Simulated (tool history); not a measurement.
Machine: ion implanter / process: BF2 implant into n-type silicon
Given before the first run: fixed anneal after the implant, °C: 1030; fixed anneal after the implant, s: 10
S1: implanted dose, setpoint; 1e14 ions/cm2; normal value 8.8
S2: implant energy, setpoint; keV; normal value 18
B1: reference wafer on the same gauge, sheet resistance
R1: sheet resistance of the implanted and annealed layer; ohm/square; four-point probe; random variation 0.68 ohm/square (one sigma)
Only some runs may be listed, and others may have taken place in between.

run 1 hour=0 | S1=8.8 S2=15.5 | B1=189.99 | R1=196.88
run 2 hour=50.5 | S1=8.8 S2=15.5 | B1=189.93 | R1=196.29
run 3 hour=103.7 | S1=8.8 S2=15.5 | B1=190.05 | R1=198.23
run 4 hour=170.4 | S1=9.43 S2=18 | B1=190.15 | R1=181.91
run 5 hour=216 | S1=9.43 S2=18 | B1=190.01 | R1=181.75
run 6 hour=249.2 | S1=9.43 S2=18 | B1=190.02 | R1=181.22
run 7 hour=293.2 | S1=6.88 S2=18 | B1=189.98 | R1=212.58
run 8 hour=321 | S1=6.88 S2=18 | B1=189.89 | R1=212.55
-- hour=364.1 extraction supply calibrated
run 9 hour=373.5 | S1=8.8 S2=18 | B1=190 | R1=187.8
run 10 hour=443.2 | S1=8.8 S2=22 | B1=190 | R1=175.27
run 11 hour=486 | S1=8.8 S2=18 | B1=190.1 | R1=188.7
-- hour=604.7 gauge calibrated
run 12 hour=640.9 | S1=10.95 S2=14 | B1=190.16 | R1=192.35
-- hour=716.4 Faraday cup replaced and dose calibrated
run 13 hour=716.9 | S1=10.16 S2=22.5 | B1=189.94 | R1=161.31
run 14 hour=740.5 | S1=6.7 S2=13.5 | B1=190.11 | R1=231.85
run 15 hour=781.7 | S1=6.94 S2=18 | B1=190 | R1=207.24
run 16 hour=812.9 | S1=8.8 S2=18 | B1=190.09 | R1=185.02
run 17 hour=905.1 | S1=10.7 S2=23 | B1=190.05 | R1=155.59
run 18 hour=958.8 | S1=7.39 S2=12 | B1=189.8 | R1=229.89
run 19 hour=991.5 | S1=8.07 S2=20 | B1=189.92 | R1=186.23

Here are 3 independent what-if runs from the current tool condition. What would each one return?
run A hour=991.9 | S1=6.77 S2=18 | B1=? | R1=?
run B hour=991.9 | S1=8.8 S2=22.5 | B1=? | R1=?
run C hour=991.9 | S1=8.8 S2=14 | B1=? | R1=?

run=A B1=189.91 R1=210.1
run=B B1=189.91 R1=170.7
run=C B1=189.91 R1=202.6
Without the tool's hidden state the same runs would have given:
run=A R1=210.96
run=B R1=171.31
run=C R1=203.18
